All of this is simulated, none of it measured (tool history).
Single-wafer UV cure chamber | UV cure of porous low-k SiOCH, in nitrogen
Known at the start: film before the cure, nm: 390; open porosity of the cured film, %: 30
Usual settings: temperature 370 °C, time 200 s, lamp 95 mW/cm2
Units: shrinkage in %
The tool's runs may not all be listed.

run 1 hour=0 | temperature=370 time=200 lamp=95 | shrinkage=11.764
run 2 hour=16.2 | temperature=370 time=200 lamp=95 | shrinkage=11.743
run 3 hour=26.6 | temperature=370 time=200 lamp=95 | shrinkage=11.864
run 4 hour=34.7 | temperature=370 time=200 lamp=95 | shrinkage=11.708
run 5 hour=41.7 | temperature=370 time=200 lamp=95 | shrinkage=11.778
run 6 hour=57.9 | temperature=370 time=200 lamp=95 | shrinkage=11.743
run 7 hour=65.2 | temperature=370 time=200 lamp=95 | shrinkage=11.753
run 8 hour=77.1 | temperature=370 time=200 lamp=95 | shrinkage=11.65
run 9 hour=88.2 | temperature=370 time=290 lamp=95 | shrinkage=13.979
run 10 hour=99.9 | temperature=370 time=200 lamp=69 | shrinkage=9.989
run 11 hour=107 | temperature=370 time=200 lamp=69 | shrinkage=10.09
run 12 hour=122.1 | temperature=370 time=200 lamp=69 | shrinkage=9.871
run 13 hour=139.9 | temperature=370 time=200 lamp=95 | shrinkage=11.691
-- hour=155.9 quartz window cleaned
run 14 hour=156.4 | temperature=370 time=200 lamp=95 | shrinkage=11.495
-- hour=165.2 UV bulbs replaced
run 15 hour=198.4 | temperature=370 time=200 lamp=95 | shrinkage=13.463
run 16 hour=212.7 | temperature=370 time=200 lamp=95 | shrinkage=13.21
run 17 hour=227.7 | temperature=370 time=200 lamp=95 | shrinkage=13.673
run 18 hour=240.9 | temperature=355 time=300 lamp=112 | shrinkage=16.407
run 19 hour=254.9 | temperature=370 time=200 lamp=73 | shrinkage=12.029
run 20 hour=272.1 | temperature=388 time=200 lamp=95 | shrinkage=13.617
run 21 hour=282.8 | temperature=354 time=255 lamp=126 | shrinkage=15.869
run 22 hour=318.1 | temperature=361 time=265 lamp=131 | shrinkage=16.531
run 23 hour=324.9 | temperature=370 time=200 lamp=121 | shrinkage=14.461
run 24 hour=336.2 | temperature=388 time=255 lamp=95 | shrinkage=15.279
run 25 hour=350.2 | temperature=370 time=200 lamp=95 | shrinkage=12.907
run 26 hour=360.1 | temperature=357 time=155 lamp=114 | shrinkage=12.378
run 27 hour=370.1 | temperature=370 time=240 lamp=69 | shrinkage=12.398
run 28 hour=385.5 | temperature=370 time=115 lamp=95 | shrinkage=10.066
-- hour=407.5 quartz window cleaned
run 29 hour=408 | temperature=370 time=200 lamp=95 | shrinkage=12.963
run 30 hour=415.8 | temperature=363 time=200 lamp=68 | shrinkage=11.077
run 31 hour=426.2 | temperature=390 time=200 lamp=95 | shrinkage=13.563
run 32 hour=432.7 | temperature=370 time=95 lamp=95 | shrinkage=8.955
run 33 hour=462.3 | temperature=370 time=200 lamp=95 | shrinkage=13.022
run 34 hour=512.5 | temperature=378 time=200 lamp=78 | shrinkage=11.791

Some steps in shrinkage between neighbouring runs. How much of each would the tool show without its hidden state too (settings, what came in, random variation), and how much is left for the hidden state, with any gauge scatter that isn't in both results?
The hidden state here: lamp output below its setpoint, %; transmission lost against a clean window, %.
Run 8 -> 9: time 200 -> 290. shrinkage +2.329 %: hidden state -0.1, all else +2.429.
Run 9 -> 10: time 290 -> 200, lamp 95 -> 69. shrinkage -3.99 %: hidden state +0.127, all else -4.117.
Run 14 -> 15: UV bulbs replaced. shrinkage +1.968 %: hidden state +1.734, all else +0.234.
Run 18 -> 19: temperature 355 -> 370, time 300 -> 200, lamp 112 -> 73. shrinkage -4.378 %: hidden state -0.021, all else -4.357.
Run 31 -> 32: temperature 390 -> 370, time 200 -> 95. shrinkage -4.608 %: hidden state +0.039, all else -4.647.
Run 32 -> 33: time 95 -> 200. shrinkage +4.067 %: hidden state -0.099, all else +4.166.
